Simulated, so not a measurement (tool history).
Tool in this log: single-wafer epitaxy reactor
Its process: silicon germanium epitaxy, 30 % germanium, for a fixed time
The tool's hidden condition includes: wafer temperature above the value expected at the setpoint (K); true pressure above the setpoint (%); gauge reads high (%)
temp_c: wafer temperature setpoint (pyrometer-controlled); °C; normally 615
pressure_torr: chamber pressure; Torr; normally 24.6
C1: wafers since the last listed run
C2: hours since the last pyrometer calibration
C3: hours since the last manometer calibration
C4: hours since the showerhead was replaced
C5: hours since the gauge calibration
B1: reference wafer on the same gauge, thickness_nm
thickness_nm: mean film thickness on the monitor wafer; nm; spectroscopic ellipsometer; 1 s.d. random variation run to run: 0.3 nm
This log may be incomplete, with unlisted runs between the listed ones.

{"run": 1, "hour": 0.0, "temp_c": 615, "pressure_torr": 24.6, "C1": 0, "C2": 452.5, "C3": 2414.3, "C4": 4458.4, "C5": 1620.7, "B1": 103.678, "thickness_nm": 93.627}
{"run": 2, "hour": 84.5, "temp_c": 615, "pressure_torr": 20.9, "C1": 1816, "C2": 537, "C3": 2498.8, "C4": 4542.9, "C5": 1705.2, "B1": 103.605, "thickness_nm": 86.73}
{"run": 3, "hour": 175.8, "temp_c": 615, "pressure_torr": 20.9, "C1": 1962, "C2": 628.3, "C3": 2590.1, "C4": 4634.2, "C5": 1796.5, "B1": 103.817, "thickness_nm": 86.301}
{"run": 4, "hour": 230.1, "temp_c": 615, "pressure_torr": 20.9, "C1": 1167, "C2": 682.6, "C3": 2644.4, "C4": 4688.5, "C5": 1850.8, "B1": 103.732, "thickness_nm": 86.221}
{"run": 5, "hour": 317.6, "temp_c": 615, "pressure_torr": 24.6, "C1": 1881, "C2": 770.1, "C3": 2731.9, "C4": 4776, "C5": 1938.3, "B1": 103.655, "thickness_nm": 93.874}
{"hour": 334.0, "done": "gauge calibrated"}
{"run": 6, "hour": 396.2, "temp_c": 615, "pressure_torr": 24.6, "C1": 1689, "C2": 848.7, "C3": 2810.5, "C4": 4854.6, "C5": 62.2, "B1": 103.682, "thickness_nm": 93.704}
{"run": 7, "hour": 478.2, "temp_c": 615, "pressure_torr": 24.6, "C1": 1762, "C2": 930.7, "C3": 2892.5, "C4": 4936.6, "C5": 144.2, "B1": 103.471, "thickness_nm": 93.608}
{"hour": 506.9, "done": "pyrometer calibrated"}
{"run": 8, "hour": 515.4, "temp_c": 609, "pressure_torr": 28.8, "C1": 627, "C2": 8.5, "C3": 2929.7, "C4": 4973.8, "C5": 181.4, "B1": 103.686, "thickness_nm": 92.18}
{"run": 9, "hour": 614.5, "temp_c": 609, "pressure_torr": 28.8, "C1": 2130, "C2": 107.6, "C3": 3028.8, "C4": 5072.9, "C5": 280.5, "B1": 103.643, "thickness_nm": 91.646}
{"run": 10, "hour": 704.2, "temp_c": 607, "pressure_torr": 24.6, "C1": 1928, "C2": 197.3, "C3": 3118.5, "C4": 5162.6, "C5": 370.2, "B1": 103.697, "thickness_nm": 82.858}
{"run": 11, "hour": 784.2, "temp_c": 607, "pressure_torr": 24.6, "C1": 1719, "C2": 277.3, "C3": 3198.5, "C4": 5242.6, "C5": 450.2, "B1": 103.735, "thickness_nm": 82.312}
{"run": 12, "hour": 833.4, "temp_c": 623, "pressure_torr": 21.9, "C1": 1057, "C2": 326.5, "C3": 3247.7, "C4": 5291.8, "C5": 499.4, "B1": 103.823, "thickness_nm": 100.434}
{"run": 13, "hour": 882.2, "temp_c": 622, "pressure_torr": 20, "C1": 1049, "C2": 375.3, "C3": 3296.5, "C4": 5340.6, "C5": 548.2, "B1": 103.751, "thickness_nm": 93.937}
{"hour": 909.6, "done": "capacitance manometer re-zeroed and calibrated"}
{"hour": 951.4, "done": "showerhead replaced"}
{"run": 14, "hour": 970.1, "temp_c": 615, "pressure_torr": 24.6, "C1": 1545, "C2": 463.2, "C3": 60.5, "C4": 18.7, "C5": 636.1, "B1": 103.653, "thickness_nm": 93.347}
{"run": 15, "hour": 1071.0, "temp_c": 627, "pressure_torr": 21.4, "C1": 2169, "C2": 564.1, "C3": 161.4, "C4": 119.6, "C5": 737, "B1": 103.633, "thickness_nm": 105.183}
{"run": 16, "hour": 1148.5, "temp_c": 609, "pressure_torr": 30.1, "C1": 1666, "C2": 641.6, "C3": 238.9, "C4": 197.1, "C5": 814.5, "B1": 103.645, "thickness_nm": 93.977}
{"run": 17, "hour": 1325.2, "temp_c": 601, "pressure_torr": 24.6, "C1": 3798, "C2": 818.3, "C3": 415.6, "C4": 373.8, "C5": 991.2, "B1": 103.729, "thickness_nm": 75.157}
{"run": 18, "hour": 1362.9, "temp_c": 615, "pressure_torr": 24.6, "C1": 810, "C2": 856, "C3": 453.3, "C4": 411.5, "C5": 1028.9, "B1": 103.811, "thickness_nm": 93.77}
{"run": 19, "hour": 1594.8, "temp_c": 608, "pressure_torr": 24.6, "C1": 4985, "C2": 1087.9, "C3": 685.2, "C4": 643.4, "C5": 1260.8, "B1": 103.769, "thickness_nm": 84.178}
{"hour": 1638.9, "done": "pyrometer calibrated"}
{"run": 20, "hour": 1741.3, "temp_c": 602, "pressure_torr": 22.3, "C1": 2977, "C2": 102.4, "C3": 831.7, "C4": 789.9, "C5": 1407.3, "B1": 103.705, "thickness_nm": 72.834}
{"run": 21, "hour": 1805.8, "temp_c": 611, "pressure_torr": 21.7, "C1": 1386, "C2": 166.9, "C3": 896.2, "C4": 854.4, "C5": 1471.8, "B1": 103.815, "thickness_nm": 82.733}
{"run": 22, "hour": 1885.9, "temp_c": 615, "pressure_torr": 24.6, "C1": 1721, "C2": 247, "C3": 976.3, "C4": 934.5, "C5": 1551.9, "B1": 103.536, "thickness_nm": 94.039}
{"run": 23, "hour": 1943.3, "temp_c": 615, "pressure_torr": 20.5, "C1": 1233, "C2": 304.4, "C3": 1033.7, "C4": 991.9, "C5": 1609.3, "B1": 103.827, "thickness_nm": 86.085}
{"run": 24, "hour": 1996.8, "temp_c": 615, "pressure_torr": 19.7, "C1": 1150, "C2": 357.9, "C3": 1087.2, "C4": 1045.4, "C5": 1662.8, "B1": 103.599, "thickness_nm": 84.148}
{"run": 25, "hour": 2086.1, "temp_c": 615, "pressure_torr": 24.6, "C1": 1919, "C2": 447.2, "C3": 1176.5, "C4": 1134.7, "C5": 1752.1, "B1": 103.732, "thickness_nm": 93.88}
{"run": 26, "hour": 2137.5, "temp_c": 622, "pressure_torr": 22.8, "C1": 1104, "C2": 498.6, "C3": 1227.9, "C4": 1186.1, "C5": 1803.5, "B1": 103.623, "thickness_nm": 100.516}
{"run": 27, "hour": 2185.7, "temp_c": 615, "pressure_torr": 24.6, "C1": 1036, "C2": 546.8, "C3": 1276.1, "C4": 1234.3, "C5": 1851.7, "B1": 103.758, "thickness_nm": 93.559}
{"run": 28, "hour": 2224.3, "temp_c": 624, "pressure_torr": 22.1, "C1": 829, "C2": 585.4, "C3": 1314.7, "C4": 1272.9, "C5": 1890.3, "B1": 103.712, "thickness_nm": 102.162}
{"run": 29, "hour": 2307.3, "temp_c": 615, "pressure_torr": 24.6, "C1": 1784, "C2": 668.4, "C3": 1397.7, "C4": 1355.9, "C5": 1973.3, "B1": 103.639, "thickness_nm": 93.379}
{"hour": 2390.1, "done": "gauge calibrated"}
{"run": 30, "hour": 2411.4, "temp_c": 622, "pressure_torr": 30.1, "C1": 2237, "C2": 772.5, "C3": 1501.8, "C4": 1460, "C5": 21.3, "B1": 103.69, "thickness_nm": 114.061}
{"run": 31, "hour": 2515.5, "temp_c": 609, "pressure_torr": 22.6, "C1": 2237, "C2": 876.6, "C3": 1605.9, "C4": 1564.1, "C5": 125.4, "B1": 103.796, "thickness_nm": 81.721}
{"run": 32, "hour": 2613.2, "temp_c": 615, "pressure_torr": 24.6, "C1": 2100, "C2": 974.3, "C3": 1703.6, "C4": 1661.8, "C5": 223.1, "B1": 103.786, "thickness_nm": 93.527}
{"run": 33, "hour": 2684.9, "temp_c": 615, "pressure_torr": 24.6, "C1": 1541, "C2": 1046, "C3": 1775.3, "C4": 1733.5, "C5": 294.8, "B1": 103.744, "thickness_nm": 93.308}
{"hour": 2744.1, "done": "pyrometer calibrated"}
{"run": 34, "hour": 2763.1, "temp_c": 625, "pressure_torr": 29.1, "C1": 1509, "C2": 19, "C3": 1853.5, "C4": 1811.7, "C5": 373, "B1": 103.787, "thickness_nm": 117.891}
{"run": 35, "hour": 2819.2, "temp_c": 609, "pressure_torr": 29.1, "C1": 1205, "C2": 75.1, "C3": 1909.6, "C4": 1867.8, "C5": 429.1, "B1": 103.678, "thickness_nm": 92.631}
{"run": 36, "hour": 2864.5, "temp_c": 602, "pressure_torr": 26.9, "C1": 973, "C2": 120.4, "C3": 1954.9, "C4": 1913.1, "C5": 474.4, "B1": 103.921, "thickness_nm": 79.72}

What was the tool's hidden state at every run in the log?
wafer temperature above the value expected at the setpoint (K): 0 across all the runs
true pressure above the setpoint (%): 0 across all the runs
gauge reads high (%): 0 across all the runs

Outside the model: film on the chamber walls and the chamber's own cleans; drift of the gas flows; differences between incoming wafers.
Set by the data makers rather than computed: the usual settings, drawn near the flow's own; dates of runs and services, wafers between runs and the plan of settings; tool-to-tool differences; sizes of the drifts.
